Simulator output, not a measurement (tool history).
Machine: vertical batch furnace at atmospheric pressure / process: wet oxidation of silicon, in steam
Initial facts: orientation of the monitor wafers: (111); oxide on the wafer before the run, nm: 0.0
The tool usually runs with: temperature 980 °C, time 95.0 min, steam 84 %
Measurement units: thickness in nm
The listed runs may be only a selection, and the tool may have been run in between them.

| run | day | temperature | time | steam | wafers since the last listed run | hours since the last temperature calibration | hours since the steam generator was serviced | hours since the gauge calibration | read-back reference wafer on the same gauge, thickness | thickness |
|---|---|---|---|---|---|---|---|---|---|---|
| 1 | 0.000 | 980 | 95.0 | 84 | 0 | 2088.8 | 2217.0 | 452.3 | 634.98 | 574.98 |
| 2 | 0.567 | 980 | 95.0 | 84 | 193 | 2102.4 | 2230.6 | 465.9 | 635.28 | 576.00 |
| 3 | 1.962 | 980 | 95.0 | 84 | 477 | 2135.9 | 2264.1 | 499.4 | 635.57 | 575.01 |
| 4 | 3.083 | 980 | 95.0 | 84 | 383 | 2162.8 | 2291.0 | 526.3 | 634.88 | 575.50 |
| 5 | 4.575 | 980 | 95.0 | 84 | 510 | 2198.6 | 2326.8 | 562.1 | 635.68 | 575.98 |
| 6 | 5.092 | 988 | 95.0 | 84 | 176 | 2211.0 | 2339.2 | 574.5 | 634.62 | 604.33 |
| 7 | 5.925 | 988 | 95.0 | 84 | 285 | 2231.0 | 2359.2 | 594.5 | 634.64 | 598.70 |
| 8 | 7.004 | 988 | 95.0 | 84 | 369 | 2256.9 | 2385.1 | 620.4 | 634.65 | 599.24 |
| 9 | 7.554 | 980 | 95.0 | 84 | 188 | 2270.1 | 2398.3 | 633.6 | 635.07 | 571.21 |
|  | 9.138 | thermocouples replaced and temperature profile calibrated |
| 10 | 9.158 | 980 | 95.0 | 84 | 206 | 0.5 | 2436.8 | 672.1 | 634.70 | 562.65 |
| 11 | 9.404 | 980 | 95.0 | 84 | 84 | 6.4 | 2442.7 | 678.0 | 635.03 | 561.72 |
| 12 | 9.942 | 980 | 95.0 | 84 | 183 | 19.3 | 2455.6 | 690.9 | 635.49 | 560.57 |
| 13 | 10.508 | 980 | 95.0 | 84 | 193 | 32.9 | 2469.2 | 704.5 | 634.48 | 559.24 |
| 14 | 11.425 | 980 | 95.0 | 84 | 313 | 54.9 | 2491.2 | 726.5 | 634.97 | 561.73 |
| 15 | 12.788 | 980 | 95.0 | 84 | 466 | 87.6 | 2523.9 | 759.2 | 635.07 | 563.25 |
| 16 | 13.779 | 980 | 52.0 | 84 | 339 | 111.4 | 2547.7 | 783.0 | 635.19 | 381.69 |
| 17 | 15.204 | 980 | 95.0 | 84 | 487 | 145.6 | 2581.9 | 817.2 | 635.17 | 561.67 |
| 18 | 16.025 | 963 | 95.0 | 84 | 280 | 165.3 | 2601.6 | 836.9 | 634.98 | 506.67 |
| 19 | 16.858 | 965 | 95.0 | 84 | 285 | 185.3 | 2621.6 | 856.9 | 635.27 | 512.01 |
| 20 | 18.092 | 972 | 95.0 | 84 | 421 | 214.9 | 2651.2 | 886.5 | 634.91 | 534.13 |
| 21 | 19.254 | 980 | 95.0 | 92 | 397 | 242.8 | 2679.1 | 914.4 | 635.25 | 597.43 |
| 22 | 19.992 | 980 | 130.5 | 80 | 252 | 260.5 | 2696.8 | 932.1 | 634.65 | 663.17 |
| 23 | 20.567 | 980 | 95.0 | 84 | 196 | 274.3 | 2710.6 | 945.9 | 635.51 | 560.73 |
| 24 | 21.392 | 980 | 95.0 | 84 | 282 | 294.1 | 2730.4 | 965.7 | 635.26 | 561.47 |
|  | 22.433 | steam generator serviced |
| 25 | 22.454 | 960 | 111.5 | 84 | 21 | 319.6 | 0.5 | 991.2 | 634.85 | 549.31 |
| 26 | 23.071 | 998 | 95.0 | 72 | 210 | 334.4 | 15.3 | 1006.0 | 635.32 | 564.20 |
|  | 23.079 | gauge calibrated |
| 27 | 24.075 | 980 | 95.0 | 81 | 343 | 358.5 | 39.4 | 23.9 | 635.09 | 551.14 |
| 28 | 24.871 | 968 | 95.0 | 94 | 272 | 377.6 | 58.5 | 43.0 | 635.04 | 561.36 |
| 29 | 25.867 | 989 | 53.0 | 84 | 340 | 401.5 | 82.4 | 66.9 | 635.07 | 408.60 |
| 30 | 26.771 | 980 | 95.0 | 84 | 309 | 423.2 | 104.1 | 88.6 | 635.18 | 561.96 |
| 31 | 27.596 | 980 | 51.5 | 84 | 282 | 443.0 | 123.9 | 108.4 | 634.89 | 382.89 |
| 32 | 28.925 | 980 | 95.0 | 78 | 454 | 474.9 | 155.8 | 140.3 | 634.98 | 538.02 |
| 33 | 29.846 | 980 | 95.0 | 84 | 314 | 497.0 | 177.9 | 162.4 | 634.58 | 565.61 |
| 34 | 30.462 | 958 | 95.0 | 75 | 210 | 511.8 | 192.7 | 177.2 | 634.68 | 455.86 |
| 35 | 31.162 | 988 | 95.0 | 84 | 239 | 528.6 | 209.5 | 194.0 | 634.73 | 585.30 |
| 36 | 32.217 | 1005 | 95.0 | 84 | 360 | 553.9 | 234.8 | 219.3 | 634.56 | 641.30 |
| 37 | 32.792 | 980 | 95.0 | 84 | 196 | 567.7 | 248.6 | 233.1 | 634.42 | 563.78 |
| 38 | 34.071 | 980 | 95.0 | 84 | 437 | 598.4 | 279.3 | 263.8 | 635.27 | 562.28 |

Table of differences, measured result less the result of that run with no hidden state. Run-to-run variation is the same in both. Gauge scatter possibly is not:
Hidden state present: true tube temperature minus thermocouple reading, K; steam share off its setpoint, % of the setpoint; gauge reads high (%).
| run | thickness |
|---|---|
| 1 | +14.42 |
| 2 | +14.53 |
| 3 | +14.73 |
| 4 | +14.91 |
| 5 | +15.16 |
| 6 | +15.23 |
| 7 | +15.21 |
| 8 | +15.40 |
| 9 | +15.51 |
| 10 | +0.22 |
| 11 | +0.25 |
| 12 | +0.34 |
| 13 | +0.43 |
| 14 | +0.58 |
| 15 | +0.80 |
| 16 | +0.76 |
| 17 | +1.19 |
| 18 | +1.33 |
| 19 | +1.47 |
| 20 | +1.65 |
| 21 | +1.92 |
| 22 | +2.18 |
| 23 | +2.05 |
| 24 | +2.18 |
| 25 | +2.52 |
| 26 | +2.29 |
| 27 | +2.59 |
| 28 | +2.89 |
| 29 | +2.31 |
| 30 | +3.05 |
| 31 | +2.52 |
| 32 | +3.31 |
| 33 | +3.57 |
| 34 | +3.50 |
| 35 | +3.72 |
| 36 | +3.85 |
| 37 | +4.03 |
| 38 | +4.23 |

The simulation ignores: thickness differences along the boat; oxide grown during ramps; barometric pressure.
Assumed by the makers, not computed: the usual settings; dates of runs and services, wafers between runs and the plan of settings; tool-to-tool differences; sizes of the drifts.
